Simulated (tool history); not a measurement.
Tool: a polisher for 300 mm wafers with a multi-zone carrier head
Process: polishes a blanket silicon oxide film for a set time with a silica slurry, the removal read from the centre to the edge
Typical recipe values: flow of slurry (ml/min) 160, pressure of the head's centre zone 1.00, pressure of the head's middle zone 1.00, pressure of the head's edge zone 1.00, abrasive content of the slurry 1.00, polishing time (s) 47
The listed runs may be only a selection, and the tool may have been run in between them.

run,day,flow of slurry (ml/min),pressure of the head's centre zone,pressure of the head's middle zone,pressure of the head's edge zone,abrasive content of the slurry,polishing time (s),wafers since the last listed run,wafers polished on this pad,hours since the slurry nozzle was cleaned,hours since the centre zone pressure was calibrated,hours since the edge zone pressure was calibrated,hours since the carrier head's membrane was replaced,"incoming thickness of the incoming film, nm",film removed at the wafer's centre (nm),film removed at mid-radius (nm),film removed at the wafer's edge (nm)
1,0.000,160,1.00,1.00,1.00,1.00,55,0,474,239.3,735.8,418.8,810.8,1339.4,309.9,303.9,312.2
2,0.542,160,1.00,1.00,1.00,1.00,47,85,560,252.3,748.8,431.8,823.8,1330.2,263.1,259.9,262.5
# day 1.654: centre zone pressure recalibrated
# day 2.450: carrier head's membrane replaced by a new one
3,2.471,160,1.00,1.00,1.00,1.00,47,259,820,298.6,19.6,478.1,0.5,1319.6,263.5,253.9,264.7
4,3.688,160,1.00,1.00,1.00,1.00,47,193,1013,327.8,48.8,507.3,29.7,1322.3,265.9,255.0,260.3
# day 4.767: worn pad replaced by a new one
5,4.788,160,1.00,1.00,1.00,1.00,47,148,3,354.2,75.2,533.7,56.1,1348.4,262.3,256.5,262.8
# day 5.096: slurry nozzle cleaned
6,5.525,160,1.00,1.00,1.00,1.00,47,110,113,10.3,92.9,551.4,73.8,1323.7,266.5,259.0,263.2
7,6.617,160,1.00,1.09,0.95,0.80,47,173,286,36.5,119.1,577.6,100.0,1339.2,229.9,239.8,224.8
# day 6.967: edge zone pressure recalibrated
8,7.304,160,0.90,1.00,1.00,1.30,47,95,382,53.0,135.6,8.1,116.5,1326.3,280.3,292.4,299.1
9,8.012,160,1.00,1.00,1.00,1.00,62,112,495,70.0,152.6,25.1,133.5,1314.9,342.2,340.5,350.8
10,9.408,215,0.91,1.00,1.00,1.20,41,221,716,103.5,186.1,58.6,167.0,1339.1,247.5,254.3,256.9
11,10.833,160,1.00,1.12,0.91,1.00,47,226,942,137.7,220.3,92.8,201.2,1310.6,261.8,285.5,251.8
# day 11.321: worn pad replaced by a new one
12,11.754,160,1.11,1.00,1.00,1.00,47,119,68,159.8,242.4,114.9,223.3,1329.5,288.2,254.5,264.6
13,12.896,160,1.06,1.00,1.00,0.90,47,181,250,187.2,269.8,142.3,250.7,1339.2,260.9,245.5,246.5
14,13.442,160,0.89,1.00,0.94,1.00,47,86,336,200.3,282.9,155.4,263.8,1328.1,242.7,255.7,256.9
15,14.679,160,1.00,0.97,0.93,1.00,47,196,533,230.0,312.6,185.1,293.5,1320.9,260.1,252.3,255.9
16,15.467,200,1.00,1.03,1.00,1.00,47,124,657,248.9,331.5,204.0,312.4,1354.2,274.3,269.8,271.0
17,16.021,160,1.00,1.11,1.00,1.15,36,87,745,262.2,344.8,217.3,325.7,1310.6,216.3,228.5,215.6
18,16.929,175,1.12,0.97,0.95,1.00,47,144,890,284.0,366.6,239.1,347.5,1315.3,290.4,254.6,262.9
# day 18.246: slurry nozzle cleaned
19,18.262,205,1.00,1.00,1.00,1.00,47,204,1094,0.4,398.6,271.1,379.5,1326.2,275.7,263.9,268.2
# day 19.446: worn pad replaced by a new one
20,19.467,160,1.00,1.09,1.00,1.00,47,164,3,29.3,427.5,300.0,408.4,1319.7,262.5,276.4,261.2
21,20.400,130,1.00,1.00,1.00,1.00,52,148,151,51.7,449.9,322.4,430.8,1340.0,278.9,273.7,284.1
22,21.512,160,0.92,1.00,1.00,1.00,42,176,327,78.4,476.6,349.1,457.5,1349.7,222.0,229.4,235.2

Forecast each of these 3 alternatives for the next run:
A,21.529,160,1.00,1.00,1.00,1.00,47,2,330,78.8,477.0,349.5,457.9,1332.8,?,?,?
B,21.529,125,1.00,1.04,1.00,1.00,47,2,330,78.8,477.0,349.5,457.9,1332.8,?,?,?
C,21.529,160,1.09,1.00,1.00,1.00,38,2,330,78.8,477.0,349.5,457.9,1332.8,?,?,?

run,film removed at the wafer's centre (nm),film removed at mid-radius (nm),film removed at the wafer's edge (nm)
A,260.5,259.3,262.6
B,250.4,258.7,255.9
C,224.2,209.5,212.3
What these runs would have given with no unlogged condition in the tool:
run,film removed at the wafer's centre (nm),film removed at mid-radius (nm),film removed at the wafer's edge (nm)
A,260.5,259.3,262.6
B,250.4,258.7,255.9
C,224.2,209.5,212.3
